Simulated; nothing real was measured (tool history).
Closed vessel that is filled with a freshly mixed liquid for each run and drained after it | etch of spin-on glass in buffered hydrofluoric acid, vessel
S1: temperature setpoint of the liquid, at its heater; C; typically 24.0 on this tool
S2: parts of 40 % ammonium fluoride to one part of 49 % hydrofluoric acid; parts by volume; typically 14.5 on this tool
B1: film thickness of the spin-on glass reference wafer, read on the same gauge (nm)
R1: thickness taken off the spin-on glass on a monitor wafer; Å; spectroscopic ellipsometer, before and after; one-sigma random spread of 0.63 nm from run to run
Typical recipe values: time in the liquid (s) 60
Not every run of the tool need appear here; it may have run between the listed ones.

{"run": 1, "hour": 0.0, "S1": 24.0, "S2": 14.5, "time in the liquid (s)": 60, "B1": 89.99, "R1": 772.7}
{"run": 2, "hour": 34.4, "S1": 24.0, "S2": 14.5, "time in the liquid (s)": 60, "B1": 89.99, "R1": 779.5}
{"run": 3, "hour": 59.7, "S1": 24.0, "S2": 14.5, "time in the liquid (s)": 60, "B1": 89.99, "R1": 770.6}
{"run": 4, "hour": 92.6, "S1": 24.0, "S2": 14.5, "time in the liquid (s)": 60, "B1": 90.01, "R1": 765.0}
{"run": 5, "hour": 119.2, "S1": 24.0, "S2": 14.5, "time in the liquid (s)": 60, "B1": 90.02, "R1": 749.7}
{"run": 6, "hour": 134.8, "S1": 24.0, "S2": 14.5, "time in the liquid (s)": 60, "B1": 89.98, "R1": 755.6}
{"run": 7, "hour": 158.4, "S1": 24.0, "S2": 14.5, "time in the liquid (s)": 60, "B1": 89.97, "R1": 763.1}
{"run": 8, "hour": 191.7, "S1": 24.0, "S2": 14.5, "time in the liquid (s)": 60, "B1": 89.97, "R1": 754.8}
{"run": 9, "hour": 219.8, "S1": 24.0, "S2": 14.5, "time in the liquid (s)": 60, "B1": 90.01, "R1": 755.9}
{"run": 10, "hour": 252.8, "S1": 24.0, "S2": 14.5, "time in the liquid (s)": 60, "B1": 89.98, "R1": 754.6}
{"run": 11, "hour": 266.6, "S1": 24.0, "S2": 14.5, "time in the liquid (s)": 60, "B1": 89.97, "R1": 756.7}
{"run": 12, "hour": 288.8, "S1": 24.0, "S2": 11.5, "time in the liquid (s)": 80, "B1": 90.0, "R1": 1273.4}
{"hour": 290.0, "done": "thermometer replaced"}
{"hour": 291.2, "done": "hydrofluoric acid flow meter replaced"}
{"run": 13, "hour": 308.4, "S1": 21.0, "S2": 14.5, "time in the liquid (s)": 60, "B1": 90.01, "R1": 688.0}
{"run": 14, "hour": 331.8, "S1": 24.0, "S2": 14.5, "time in the liquid (s)": 60, "B1": 90.03, "R1": 819.2}
{"run": 15, "hour": 348.9, "S1": 24.0, "S2": 14.5, "time in the liquid (s)": 60, "B1": 89.98, "R1": 813.2}
{"run": 16, "hour": 376.2, "S1": 26.5, "S2": 20.5, "time in the liquid (s)": 50, "B1": 90.02, "R1": 561.1}
{"run": 17, "hour": 401.3, "S1": 27.5, "S2": 14.5, "time in the liquid (s)": 90, "B1": 89.99, "R1": 1479.8}
{"run": 18, "hour": 416.6, "S1": 20.0, "S2": 12.0, "time in the liquid (s)": 60, "B1": 89.98, "R1": 779.4}
{"run": 19, "hour": 432.2, "S1": 28.0, "S2": 16.5, "time in the liquid (s)": 60, "B1": 90.0, "R1": 889.6}
{"hour": 461.8, "done": "gauge calibrated"}
{"run": 20, "hour": 468.0, "S1": 24.0, "S2": 14.5, "time in the liquid (s)": 60, "B1": 90.0, "R1": 814.0}
{"run": 21, "hour": 485.2, "S1": 24.0, "S2": 10.0, "time in the liquid (s)": 50, "B1": 90.03, "R1": 980.0}
{"run": 22, "hour": 502.9, "S1": 24.0, "S2": 8.5, "time in the liquid (s)": 60, "B1": 89.98, "R1": 1326.6}
{"run": 23, "hour": 534.2, "S1": 28.0, "S2": 14.5, "time in the liquid (s)": 60, "B1": 90.01, "R1": 1006.9}
{"run": 24, "hour": 564.8, "S1": 20.5, "S2": 14.5, "time in the liquid (s)": 75, "B1": 90.01, "R1": 825.4}
{"run": 25, "hour": 595.9, "S1": 24.0, "S2": 14.5, "time in the liquid (s)": 60, "B1": 89.98, "R1": 790.5}
{"run": 26, "hour": 628.5, "S1": 26.5, "S2": 11.5, "time in the liquid (s)": 50, "B1": 89.99, "R1": 958.1}
{"run": 27, "hour": 641.8, "S1": 24.0, "S2": 14.5, "time in the liquid (s)": 60, "B1": 89.97, "R1": 805.4}

Below are 3 alternative next runs, each starting from the tool's condition after run 27. Predict each:
{"run": "A", "hour": 642.5, "S1": 26.5, "S2": 14.5, "time in the liquid (s)": 60, "B1": "?", "R1": "?"}
{"run": "B", "hour": 642.5, "S1": 24.0, "S2": 17.0, "time in the liquid (s)": 60, "B1": "?", "R1": "?"}
{"run": "C", "hour": 642.5, "S1": 21.5, "S2": 17.5, "time in the liquid (s)": 60, "B1": "?", "R1": "?"}

run=A B1=90.00 R1=925.5
run=B B1=90.00 R1=691.0
run=C B1=90.00 R1=584.9
Had the tool no hidden state, the same runs would have come out as:
run=A R1=944.6
run=B R1=705.5
run=C R1=597.4

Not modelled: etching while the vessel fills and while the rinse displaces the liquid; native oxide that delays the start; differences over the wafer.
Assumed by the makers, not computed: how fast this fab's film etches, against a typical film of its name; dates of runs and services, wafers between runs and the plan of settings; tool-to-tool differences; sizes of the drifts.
